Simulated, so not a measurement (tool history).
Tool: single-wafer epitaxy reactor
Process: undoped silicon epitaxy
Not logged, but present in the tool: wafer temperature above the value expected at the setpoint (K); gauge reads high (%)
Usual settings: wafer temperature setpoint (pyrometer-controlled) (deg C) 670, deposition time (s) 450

run	hour	wafer temperature setpoint (pyrometer-controlled) (deg C)	deposition time (s)	wafers since the last listed run	hours since the last pyrometer calibration	hours since the gauge calibration	read-back reference wafer on the same gauge, thickness_nm	mean film thickness on the monitor wafer (angstrom)
1	0.0	670	450	0	2615.0	106.9	134.002	1084.80
2	10.8	670	469	37	2625.8	117.7	134.006	1136.12
3	18.2	670	469	25	2633.2	125.1	133.965	1130.95
4	33.9	670	469	55	2648.9	140.8	134.023	1134.14
5	51.0	670	450	59	2666.0	157.9	134.013	1080.18
6	63.7	681	450	44	2678.7	170.6	133.977	1327.41
7	72.5	670	450	30	2687.5	179.4	134.063	1078.59
8	87.8	670	450	53	2702.8	194.7	134.025	1079.17
9	101.7	670	450	48	2716.7	208.6	134.010	1076.75
10	114.2	670	450	43	2729.2	221.1	133.932	1076.23
11	125.9	670	450	40	2740.9	232.8	134.021	1075.18
12	138.2	680	498	43	2753.2	245.1	133.982	1436.04
13	148.2	680	498	35	2763.2	255.1	133.959	1429.88
# hour 158.1: pyrometer calibrated
14	160.8	670	450	16	2.7	267.7	134.037	1190.26
15	177.9	670	450	59	19.8	284.8	133.985	1194.44
16	185.5	670	450	26	27.4	292.4	134.006	1193.89
17	198.7	670	450	46	40.6	305.6	133.972	1198.17
18	211.6	670	450	45	53.5	318.5	134.001	1193.82
19	220.7	670	450	31	62.6	327.6	133.990	1197.36
20	229.9	663	400	32	71.8	336.8	134.025	933.27
# hour 231.4: gauge calibrated
21	246.0	670	450	56	87.9	14.6	133.990	1196.49
22	254.7	666	393	30	96.6	23.3	134.000	964.68
23	267.1	666	450	43	109.0	35.7	134.025	1108.29
24	275.7	670	450	30	117.6	44.3	133.967	1197.57
25	301.8	670	525	91	143.7	70.4	133.951	1396.38
26	316.7	683	416	52	158.6	85.3	133.937	1405.93
27	332.0	656	509	53	173.9	100.6	133.949	1037.92
28	343.0	682	504	38	184.9	111.6	134.031	1669.54
29	353.6	655	505	37	195.5	122.2	134.027	1010.39
30	361.4	682	450	27	203.3	130.0	133.967	1488.61
31	371.5	670	533	35	213.4	140.1	133.957	1411.72
32	385.9	676	425	50	227.8	154.5	133.949	1261.49
33	398.4	666	417	43	240.3	167.0	133.984	1025.85
34	413.4	665	532	52	255.3	182.0	134.041	1291.21
35	425.0	685	387	40	266.9	193.6	133.960	1342.41
36	433.4	677	450	29	275.3	202.0	134.024	1359.12
37	453.6	681	522	70	295.5	222.2	133.998	1693.24
38	463.4	670	450	34	305.3	232.0	133.963	1192.60
39	480.7	658	485	60	322.6	249.3	134.042	1023.76
40	496.4	670	450	55	338.3	265.0	133.939	1186.93

How the hidden state differs across the entries between the runs, from the last listed run before each to the first after it:
Runs 13 to 14: pyrometer calibrated (hour 158.1)
  wafer temperature above the value expected at the setpoint (K): -6.15 -> -0.417
  measured less the result without the state, mean film thickness on the monitor wafer (angstrom): -170.44 -> -9.25
Runs 20 to 21: gauge calibrated (hour 231.4)
  wafer temperature above the value expected at the setpoint (K): -0.422 -> -0.424
  measured less the result without the state, mean film thickness on the monitor wafer (angstrom): -7.43 -> -9.45
